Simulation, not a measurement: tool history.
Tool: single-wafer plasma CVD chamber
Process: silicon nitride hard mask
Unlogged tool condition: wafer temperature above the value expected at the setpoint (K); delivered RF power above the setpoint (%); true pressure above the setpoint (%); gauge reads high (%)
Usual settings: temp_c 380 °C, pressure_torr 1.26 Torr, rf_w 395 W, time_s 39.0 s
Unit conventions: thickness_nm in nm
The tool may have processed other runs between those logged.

run,day,temp_c,pressure_torr,rf_w,time_s,wafers since the last listed run,hours since the last thermocouple change,hours since the last RF generator calibration,hours since the last manometer calibration,hours since the showerhead was replaced,hours since the gauge calibration,"read-back reference wafer on the same gauge, thickness_nm",thickness_nm
1,0.000,380,1.26,395,42.9,0,2121.2,1415.5,2076.8,7017.3,494.6,51.867,58.199
# day 0.838: RF generator calibrated
# day 1.133: capacitance manometer re-zeroed and calibrated
2,1.154,369,1.26,395,39.0,168,2148.9,7.6,0.5,7045.0,522.3,51.887,53.062
3,1.167,380,1.15,395,43.5,4,2149.2,7.9,0.8,7045.3,522.6,51.912,56.876
4,1.425,380,1.15,395,43.5,82,2155.4,14.1,7.0,7051.5,528.8,51.926,56.791
5,1.708,380,1.26,395,42.2,90,2162.2,20.9,13.8,7058.3,535.6,51.892,57.311
6,2.175,380,1.26,395,42.2,149,2173.4,32.1,25.0,7069.5,546.8,51.919,57.221
7,2.675,380,1.26,395,45.2,160,2185.4,44.1,37.0,7081.5,558.8,51.916,61.176
8,3.200,387,1.06,395,41.7,168,2198.0,56.7,49.6,7094.1,571.4,51.898,52.353
9,3.592,380,1.26,395,39.0,125,2207.4,66.1,59.0,7103.5,580.8,51.903,52.898
10,4.000,380,1.26,395,39.0,130,2217.2,75.9,68.8,7113.3,590.6,51.893,52.750
11,4.562,380,1.13,395,39.0,180,2230.7,89.4,82.3,7126.8,604.1,51.901,50.467
12,5.279,380,1.26,395,33.6,229,2247.9,106.6,99.5,7144.0,621.3,51.900,45.709
# day 5.633: showerhead replaced
13,5.654,389,1.35,435,45.1,13,2256.9,115.6,108.5,0.5,630.3,51.919,65.705
14,6.142,395,1.51,395,39.0,156,2268.6,127.3,120.2,12.2,642.0,51.896,56.288
# day 6.492: gauge calibrated
# day 6.525: thermocouple changed; heater temperature recalibrated
15,6.821,380,1.26,395,39.0,110,7.1,143.6,136.5,28.5,7.9,51.921,52.966

Run 16, settings as shown, results not yet in. Your forecast:
16,7.421,380,1.26,395,42.9,192,21.5,158.0,150.9,42.9,22.3,?,?

{"run 16": {"read-back reference wafer on the same gauge, thickness_nm": 51.918, "thickness_nm": 58.205}}
With no hidden state in the tool, this same run would have given thickness_nm 58.205 nm.
